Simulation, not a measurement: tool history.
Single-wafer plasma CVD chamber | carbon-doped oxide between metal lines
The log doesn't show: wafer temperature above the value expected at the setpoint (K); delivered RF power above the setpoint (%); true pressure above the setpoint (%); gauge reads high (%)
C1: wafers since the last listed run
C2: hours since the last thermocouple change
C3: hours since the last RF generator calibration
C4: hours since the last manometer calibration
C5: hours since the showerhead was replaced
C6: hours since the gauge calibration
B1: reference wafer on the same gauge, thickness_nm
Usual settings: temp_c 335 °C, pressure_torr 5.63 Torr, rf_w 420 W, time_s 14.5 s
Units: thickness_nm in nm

{"run": 1, "hour": 0.0, "temp_c": 327, "pressure_torr": 5.63, "rf_w": 420, "time_s": 14.5, "C1": 0, "C2": 2305.3, "C3": 2175.7, "C4": 1024.3, "C5": 5590.6, "C6": 237.2, "B1": 66.643, "thickness_nm": 79.56}
{"run": 2, "hour": 30.1, "temp_c": 327, "pressure_torr": 5.63, "rf_w": 420, "time_s": 14.5, "C1": 1374, "C2": 2335.4, "C3": 2205.8, "C4": 1054.4, "C5": 5620.7, "C6": 267.3, "B1": 66.604, "thickness_nm": 78.758}
{"run": 3, "hour": 53.4, "temp_c": 327, "pressure_torr": 5.63, "rf_w": 420, "time_s": 14.5, "C1": 1064, "C2": 2358.7, "C3": 2229.1, "C4": 1077.7, "C5": 5644.0, "C6": 290.6, "B1": 66.643, "thickness_nm": 79.216}
{"run": 4, "hour": 78.1, "temp_c": 335, "pressure_torr": 5.63, "rf_w": 420, "time_s": 14.5, "C1": 1128, "C2": 2383.4, "C3": 2253.8, "C4": 1102.4, "C5": 5668.7, "C6": 315.3, "B1": 66.461, "thickness_nm": 76.731}
{"run": 5, "hour": 106.4, "temp_c": 335, "pressure_torr": 5.63, "rf_w": 420, "time_s": 14.5, "C1": 1292, "C2": 2411.7, "C3": 2282.1, "C4": 1130.7, "C5": 5697.0, "C6": 343.6, "B1": 66.528, "thickness_nm": 77.233}
{"run": 6, "hour": 123.3, "temp_c": 335, "pressure_torr": 5.63, "rf_w": 420, "time_s": 14.5, "C1": 771, "C2": 2428.6, "C3": 2299.0, "C4": 1147.6, "C5": 5713.9, "C6": 360.5, "B1": 66.476, "thickness_nm": 77.759}
{"run": 7, "hour": 140.7, "temp_c": 326, "pressure_torr": 5.63, "rf_w": 420, "time_s": 14.5, "C1": 794, "C2": 2446.0, "C3": 2316.4, "C4": 1165.0, "C5": 5731.3, "C6": 377.9, "B1": 66.48, "thickness_nm": 79.463}
{"run": 8, "hour": 158.3, "temp_c": 326, "pressure_torr": 5.63, "rf_w": 420, "time_s": 14.5, "C1": 803, "C2": 2463.6, "C3": 2334.0, "C4": 1182.6, "C5": 5748.9, "C6": 395.5, "B1": 66.492, "thickness_nm": 78.672}
{"run": 9, "hour": 171.4, "temp_c": 335, "pressure_torr": 5.63, "rf_w": 420, "time_s": 14.5, "C1": 598, "C2": 2476.7, "C3": 2347.1, "C4": 1195.7, "C5": 5762.0, "C6": 408.6, "B1": 66.468, "thickness_nm": 76.981}
{"run": 10, "hour": 189.2, "temp_c": 335, "pressure_torr": 5.63, "rf_w": 420, "time_s": 14.5, "C1": 812, "C2": 2494.5, "C3": 2364.9, "C4": 1213.5, "C5": 5779.8, "C6": 426.4, "B1": 66.512, "thickness_nm": 77.361}
{"run": 11, "hour": 212.6, "temp_c": 335, "pressure_torr": 5.63, "rf_w": 375, "time_s": 14.5, "C1": 1068, "C2": 2517.9, "C3": 2388.3, "C4": 1236.9, "C5": 5803.2, "C6": 449.8, "B1": 66.585, "thickness_nm": 70.372}
{"hour": 214.9, "done": "gauge calibrated"}
{"hour": 248.5, "done": "thermocouple changed; heater temperature recalibrated"}
{"run": 12, "hour": 249.0, "temp_c": 335, "pressure_torr": 5.63, "rf_w": 375, "time_s": 14.5, "C1": 1297, "C2": 0.5, "C3": 2424.7, "C4": 1273.3, "C5": 5839.6, "C6": 34.1, "B1": 66.521, "thickness_nm": 70.707}
{"run": 13, "hour": 268.3, "temp_c": 335, "pressure_torr": 5.63, "rf_w": 420, "time_s": 14.5, "C1": 881, "C2": 19.8, "C3": 2444.0, "C4": 1292.6, "C5": 5858.9, "C6": 53.4, "B1": 66.482, "thickness_nm": 77.151}
{"run": 14, "hour": 287.5, "temp_c": 335, "pressure_torr": 5.63, "rf_w": 420, "time_s": 14.5, "C1": 876, "C2": 39.0, "C3": 2463.2, "C4": 1311.8, "C5": 5878.1, "C6": 72.6, "B1": 66.577, "thickness_nm": 77.114}
{"run": 15, "hour": 310.9, "temp_c": 321, "pressure_torr": 5.63, "rf_w": 355, "time_s": 14.5, "C1": 1068, "C2": 62.4, "C3": 2486.6, "C4": 1335.2, "C5": 5901.5, "C6": 96.0, "B1": 66.544, "thickness_nm": 70.734}
{"hour": 331.9, "done": "RF generator calibrated"}
{"run": 16, "hour": 340.8, "temp_c": 327, "pressure_torr": 5.63, "rf_w": 420, "time_s": 14.5, "C1": 1000, "C2": 92.3, "C3": 8.9, "C4": 1365.1, "C5": 5931.4, "C6": 125.9, "B1": 66.585, "thickness_nm": 78.846}
{"run": 17, "hour": 372.1, "temp_c": 335, "pressure_torr": 5.63, "rf_w": 420, "time_s": 14.5, "C1": 1429, "C2": 123.6, "C3": 40.2, "C4": 1396.4, "C5": 5962.7, "C6": 157.2, "B1": 66.569, "thickness_nm": 76.426}
{"hour": 435.3, "done": "capacitance manometer re-zeroed and calibrated"}
{"run": 18, "hour": 466.8, "temp_c": 339, "pressure_torr": 4.98, "rf_w": 420, "time_s": 14.5, "C1": 3959, "C2": 218.3, "C3": 134.9, "C4": 31.5, "C5": 6057.4, "C6": 251.9, "B1": 66.551, "thickness_nm": 75.48}
{"hour": 495.8, "done": "showerhead replaced"}
{"run": 19, "hour": 497.9, "temp_c": 335, "pressure_torr": 5.63, "rf_w": 420, "time_s": 13.2, "C1": 1054, "C2": 249.4, "C3": 166.0, "C4": 62.6, "C5": 2.1, "C6": 283.0, "B1": 66.534, "thickness_nm": 69.985}
{"run": 20, "hour": 510.6, "temp_c": 335, "pressure_torr": 4.36, "rf_w": 475, "time_s": 14.5, "C1": 580, "C2": 262.1, "C3": 178.7, "C4": 75.3, "C5": 14.8, "C6": 295.7, "B1": 66.458, "thickness_nm": 82.849}
{"run": 21, "hour": 537.4, "temp_c": 335, "pressure_torr": 6.56, "rf_w": 445, "time_s": 14.5, "C1": 1223, "C2": 288.9, "C3": 205.5, "C4": 102.1, "C5": 41.6, "C6": 322.5, "B1": 66.461, "thickness_nm": 81.125}
{"run": 22, "hour": 551.8, "temp_c": 335, "pressure_torr": 6.75, "rf_w": 420, "time_s": 16.9, "C1": 657, "C2": 303.3, "C3": 219.9, "C4": 116.5, "C5": 56.0, "C6": 336.9, "B1": 66.499, "thickness_nm": 89.938}
{"run": 23, "hour": 604.8, "temp_c": 335, "pressure_torr": 5.63, "rf_w": 420, "time_s": 11.6, "C1": 2420, "C2": 356.3, "C3": 272.9, "C4": 169.5, "C5": 109.0, "C6": 389.9, "B1": 66.523, "thickness_nm": 61.949}
{"run": 24, "hour": 620.2, "temp_c": 339, "pressure_torr": 5.63, "rf_w": 420, "time_s": 12.7, "C1": 703, "C2": 371.7, "C3": 288.3, "C4": 184.9, "C5": 124.4, "C6": 405.3, "B1": 66.528, "thickness_nm": 66.551}
{"run": 25, "hour": 643.3, "temp_c": 335, "pressure_torr": 4.96, "rf_w": 420, "time_s": 14.5, "C1": 1054, "C2": 394.8, "C3": 311.4, "C4": 208.0, "C5": 147.5, "C6": 428.4, "B1": 66.486, "thickness_nm": 76.702}
{"run": 26, "hour": 656.5, "temp_c": 335, "pressure_torr": 5.63, "rf_w": 420, "time_s": 14.5, "C1": 602, "C2": 408.0, "C3": 324.6, "C4": 221.2, "C5": 160.7, "C6": 441.6, "B1": 66.545, "thickness_nm": 77.093}

Hidden state at the last listed run before each entry between runs and at the first one after, where it differs:
Between runs 11 and 12: gauge calibrated (hour 214.9); thermocouple changed; heater temperature recalibrated (hour 248.5)
  no hidden state differs between the two runs
Between runs 15 and 16: RF generator calibrated (hour 331.9)
  no hidden state differs between the two runs
Between runs 17 and 18: capacitance manometer re-zeroed and calibrated (hour 435.3)
  no hidden state differs between the two runs
Between runs 18 and 19: showerhead replaced (hour 495.8)
  no hidden state differs between the two runs
